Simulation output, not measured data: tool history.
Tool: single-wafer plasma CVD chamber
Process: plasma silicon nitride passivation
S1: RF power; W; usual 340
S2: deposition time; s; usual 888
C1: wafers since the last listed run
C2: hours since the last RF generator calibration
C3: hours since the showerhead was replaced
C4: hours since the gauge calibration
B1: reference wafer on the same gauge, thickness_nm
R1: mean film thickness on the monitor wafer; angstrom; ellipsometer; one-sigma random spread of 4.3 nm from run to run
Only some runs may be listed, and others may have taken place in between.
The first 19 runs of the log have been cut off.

run     day   S1    S2  C1     C2     C3     C4        B1        R1
     10.079  -- gauge calibrated
 20  10.188  310   717  14   44.5   16.0    2.6  1059.288   9610.82
 21  10.825  300   956  20   59.8   31.3   17.9  1059.107  12714.66
 22  11.429  300  1043  19   74.3   45.8   32.4  1060.409  13852.12
 23  12.071  290  1033  20   89.7   61.2   47.8  1060.578  13634.99
 24  12.421  395  1038  11   98.1   69.6   56.2  1058.404  14664.63
 25  14.121  340   888  54  138.9  110.4   97.0  1057.824  12154.46
 26  14.708  340   995  18  153.0  124.5  111.1  1059.420  13640.30
 27  15.375  390   780  21  169.0  140.5  127.1  1062.024  11015.22
 28  15.862  340   888  15  180.7  152.2  138.8  1060.252  12139.50
 29  16.417  300   978  17  194.0  165.5  152.1  1061.152  13087.20
 30  16.688  340   888   8  200.5  172.0  158.6  1060.184  12129.08
 31  18.338  290   717  53  240.1  211.6  198.2  1059.710   9436.83

Below are 3 alternative next runs, each starting from the tool's condition after run 31. Predict each:
  A  18.362  340  888   0  240.7  212.2  198.8   ?   ?
  B  18.362  400  888   0  240.7  212.2  198.8   ?   ?
  C  18.362  370  940   0  240.7  212.2  198.8   ?   ?

run        B1        R1
  A  1059.950  12151.63
  B  1059.950  12671.33
  C  1059.950  13144.99
Without the tool's unlogged condition, the same runs would have read:
run        R1
  A  12151.63
  B  12671.33
  C  13144.99
